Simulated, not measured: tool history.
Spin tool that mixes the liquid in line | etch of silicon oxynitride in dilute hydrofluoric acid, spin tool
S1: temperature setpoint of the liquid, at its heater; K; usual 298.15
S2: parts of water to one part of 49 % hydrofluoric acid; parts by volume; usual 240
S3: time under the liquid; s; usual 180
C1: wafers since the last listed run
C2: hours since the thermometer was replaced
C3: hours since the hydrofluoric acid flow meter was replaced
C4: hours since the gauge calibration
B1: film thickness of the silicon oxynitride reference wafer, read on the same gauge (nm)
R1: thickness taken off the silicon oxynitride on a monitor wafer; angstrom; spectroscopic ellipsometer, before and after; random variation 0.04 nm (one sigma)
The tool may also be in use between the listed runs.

run,hour,S1,S2,S3,C1,C2,C3,C4,B1,R1
1,0.0,294.65,240,210,0,1313.9,132.7,100.5,30.026,30.88
2,45.9,298.15,305,180,282,1359.8,178.6,146.4,30.023,23.21
3,119.9,298.15,305,180,455,1433.8,252.6,220.4,30.001,24.13
4,178.4,298.15,305,180,359,1492.3,311.1,278.9,30.002,24.22
5,271.4,298.15,325,180,572,1585.3,404.1,371.9,29.980,22.36
6,342.9,298.15,325,180,439,1656.8,475.6,443.4,29.981,22.93
7,421.2,298.15,325,180,481,1735.1,553.9,521.7,30.005,23.17
8,473.6,298.15,240,205,322,1787.5,606.3,574.1,29.988,37.78
# hour 489.3: hydrofluoric acid flow meter replaced
9,549.3,298.15,240,205,459,1863.2,60.0,649.8,29.982,41.64
10,616.3,298.15,240,205,412,1930.2,127.0,716.8,30.017,41.32
# hour 691.3: hydrofluoric acid flow meter replaced, repeated, since the last time left the tool worse
11,692.9,300.65,240,180,465,2006.8,1.6,793.4,29.995,34.75
12,781.6,296.15,290,180,545,2095.5,90.3,882.1,30.001,23.32
13,823.0,301.65,240,280,254,2136.9,131.7,923.5,29.997,56.17
# hour 828.5: thermometer replaced
# hour 849.2: gauge calibrated
14,902.2,295.15,240,180,480,73.7,210.9,53.0,29.987,27.89
15,993.5,298.15,320,70,561,165.0,302.2,144.3,30.009,8.91
16,1096.5,298.15,320,180,633,268.0,405.2,247.3,29.978,23.63
17,1138.1,295.65,135,125,255,309.6,446.8,288.9,29.995,38.23
18,1231.2,301.15,205,95,572,402.7,539.9,382.0,30.044,24.03
19,1279.7,301.65,240,70,298,451.2,588.4,430.5,29.985,15.15
20,1318.6,298.15,240,180,239,490.1,627.3,469.4,30.014,34.11
21,1392.6,298.15,125,265,455,564.1,701.3,543.4,29.956,104.38
# hour 1458.3: hydrofluoric acid flow meter replaced
22,1460.2,298.15,240,180,409,631.7,1.9,611.0,30.011,30.38

3 ways to go on from here, each from the tool as it stands after run 22. What would each give?
A,1460.7,298.15,200,180,3,632.2,2.4,611.5,?,?
B,1460.7,298.15,240,80,3,632.2,2.4,611.5,?,?
C,1460.7,298.15,240,225,3,632.2,2.4,611.5,?,?

run,B1,R1
A,29.981,38.23
B,29.981,13.74
C,29.981,38.64
Without the tool's hidden state the same runs would have given:
run,R1
A,38.12
B,13.70
C,38.53

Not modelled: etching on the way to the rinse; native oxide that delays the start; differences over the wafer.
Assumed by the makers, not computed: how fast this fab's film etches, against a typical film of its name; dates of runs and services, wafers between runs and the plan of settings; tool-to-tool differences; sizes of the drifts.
